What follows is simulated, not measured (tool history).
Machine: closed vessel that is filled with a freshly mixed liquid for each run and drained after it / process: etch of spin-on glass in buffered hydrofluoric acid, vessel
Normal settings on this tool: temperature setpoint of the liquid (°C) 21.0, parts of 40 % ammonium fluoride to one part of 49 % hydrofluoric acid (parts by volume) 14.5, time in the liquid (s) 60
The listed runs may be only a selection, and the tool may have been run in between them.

run    hour  temperature setpoint of the liquid (°C)  parts of 40 % ammonium fluoride to one part of 49 % hydrofluoric acid (parts by volume)  time in the liquid (s)  wafers since the last listed run  hours since the thermometer was replaced  hours since the hydrofluoric acid flow meter was replaced  hours since the gauge calibration  read-back film thickness of the spin-on glass reference wafer, read on the same gauge (nm)  thickness taken off the spin-on glass on a monitor wafer (angstrom)
  1     0.0                                     21.0                                                                                     14.5                      60                                 0                                    1414.2                                                      635.1                              697.3                                                                                      130.03                                                                824.6
  2    63.7                                     21.0                                                                                     14.5                      60                              6572                                    1477.9                                                      698.8                              761.0                                                                                      129.97                                                                826.4
  3   135.4                                     21.0                                                                                     14.5                      60                              7398                                    1549.6                                                      770.5                              832.7                                                                                      130.02                                                                829.2
  4   245.1                                     21.0                                                                                     14.5                      60                             11319                                    1659.3                                                      880.2                              942.4                                                                                      130.02                                                                832.0
  5   287.9                                     21.0                                                                                     14.5                      60                              4416                                    1702.1                                                      923.0                              985.2                                                                                      129.99                                                                833.2
  6   317.2                                     21.0                                                                                     14.5                      60                              3023                                    1731.4                                                      952.3                             1014.5                                                                                      129.98                                                                827.8
  7   344.0                                     23.5                                                                                     10.5                      60                              2765                                    1758.2                                                      979.1                             1041.3                                                                                      130.00                                                               1312.8
  8   401.2                                     23.5                                                                                     10.5                      60                              5902                                    1815.4                                                     1036.3                             1098.5                                                                                      130.01                                                               1310.8
      463.8  -- thermometer replaced
  9   464.3                                     23.5                                                                                     10.5                      60                              6407                                       0.5                                                     1099.4                             1161.6                                                                                      129.95                                                               1249.9
 10   509.0                                     17.0                                                                                     10.0                      70                              4612                                      45.2                                                     1144.1                             1206.3                                                                                      129.98                                                               1073.9
 11   536.9                                     24.5                                                                                     18.0                      60                              2878                                      73.1                                                     1172.0                             1234.2                                                                                      130.00                                                                782.7
 12   598.6                                     21.0                                                                                     14.5                      60                              6366                                     134.8                                                     1233.7                             1295.9                                                                                      130.00                                                                797.4
 13   653.6                                     21.0                                                                                     16.5                      30                              5675                                     189.8                                                     1288.7                             1350.9                                                                                      129.96                                                                352.0
 14   713.6                                     21.0                                                                                     14.5                      60                              6191                                     249.8                                                     1348.7                             1410.9                                                                                      130.02                                                                803.4
 15   758.8                                     21.0                                                                                     17.5                      60                              4663                                     295.0                                                     1393.9                             1456.1                                                                                      129.99                                                                667.0
 16   804.2                                     21.0                                                                                     14.5                      80                              4684                                     340.4                                                     1439.3                             1501.5                                                                                      130.01                                                               1073.4
      856.0  -- gauge calibrated
 17   868.7                                     25.5                                                                                      9.5                      60                              6655                                     404.9                                                     1503.8                               12.7                                                                                      129.97                                                               1532.1
 18   928.5                                     23.0                                                                                     13.0                      80                              6170                                     464.7                                                     1563.6                               72.5                                                                                      130.02                                                               1332.7
 19   969.2                                     25.5                                                                                     14.5                      30                              4199                                     505.4                                                     1604.3                              113.2                                                                                      129.98                                                                515.2
 20  1021.1                                     21.0                                                                                     14.5                      60                              5355                                     557.3                                                     1656.2                              165.1                                                                                      130.00                                                                806.6
 21  1080.8                                     21.0                                                                                     14.5                      90                              6160                                     617.0                                                     1715.9                              224.8                                                                                      130.02                                                               1208.6
 22  1134.7                                     21.0                                                                                     14.5                      60                              5561                                     670.9                                                     1769.8                              278.7                                                                                      129.99                                                                806.9
 23  1205.8                                     21.0                                                                                     14.5                      60                              7336                                     742.0                                                     1840.9                              349.8                                                                                      130.02                                                                810.0
 24  1230.1                                     21.0                                                                                     14.5                      60                              2507                                     766.3                                                     1865.2                              374.1                                                                                      130.01                                                                806.5
     1248.8  -- hydrofluoric acid flow meter replaced
 25  1257.8                                     21.0                                                                                     14.5                      60                              2755                                     794.0                                                        9.0                              401.8                                                                                      130.00                                                                812.5
 26  1298.9                                     19.0                                                                                      9.5                      60                              4240                                     835.1                                                       50.1                              442.9                                                                                      130.02                                                               1076.2
 27  1338.3                                     19.5                                                                                      9.0                      45                              4065                                     874.5                                                       89.5                              482.3                                                                                      129.98                                                                859.7
 28  1407.1                                     21.0                                                                                     19.5                      35                              7099                                     943.3                                                      158.3                              551.1                                                                                      129.98                                                                355.8
 29  1460.2                                     25.0                                                                                      9.0                      50                              5479                                     996.4                                                      211.4                              604.2                                                                                      129.98                                                               1307.7
 30  1496.4                                     19.0                                                                                     20.0                      60                              3735                                    1032.6                                                      247.6                              640.4                                                                                      130.01                                                                530.4
 31  1527.8                                     21.0                                                                                     14.5                      75                              3239                                    1064.0                                                      279.0                              671.8                                                                                      130.00                                                               1019.6
 32  1738.5                                     25.5                                                                                     10.5                      60                             21740                                    1274.7                                                      489.7                              882.5                                                                                      129.99                                                               1438.1
 33  1771.4                                     18.0                                                                                     16.5                      75                              3394                                    1307.6                                                      522.6                              915.4                                                                                      130.01                                                                766.4
 34  1841.9                                     21.0                                                                                     18.0                      90                              7274                                    1378.1                                                      593.1                              985.9                                                                                      129.97                                                                998.1

Forecast each of these 3 alternatives for the next run:
  A  1842.6                                     19.5                                                                                     14.5                      60                                72                                    1378.8                                                      593.8                              986.6                                                                                           ?                                                                    ?
  B  1842.6                                     19.0                                                                                     10.5                      45                                72                                    1378.8                                                      593.8                              986.6                                                                                           ?                                                                    ?
  C  1842.6                                     24.0                                                                                     17.5                      60                                72                                    1378.8                                                      593.8                              986.6                                                                                           ?                                                                    ?

run  read-back film thickness of the spin-on glass reference wafer, read on the same gauge (nm)  thickness taken off the spin-on glass on a monitor wafer (angstrom)
  A                                                                                      129.96                                                                761.7
  B                                                                                      129.96                                                                761.9
  C                                                                                      129.96                                                                811.6
With no hidden state in the tool, these same runs would have given:
run  thickness taken off the spin-on glass on a monitor wafer (angstrom)
  A                                                                736.4
  B                                                                736.6
  C                                                                785.5
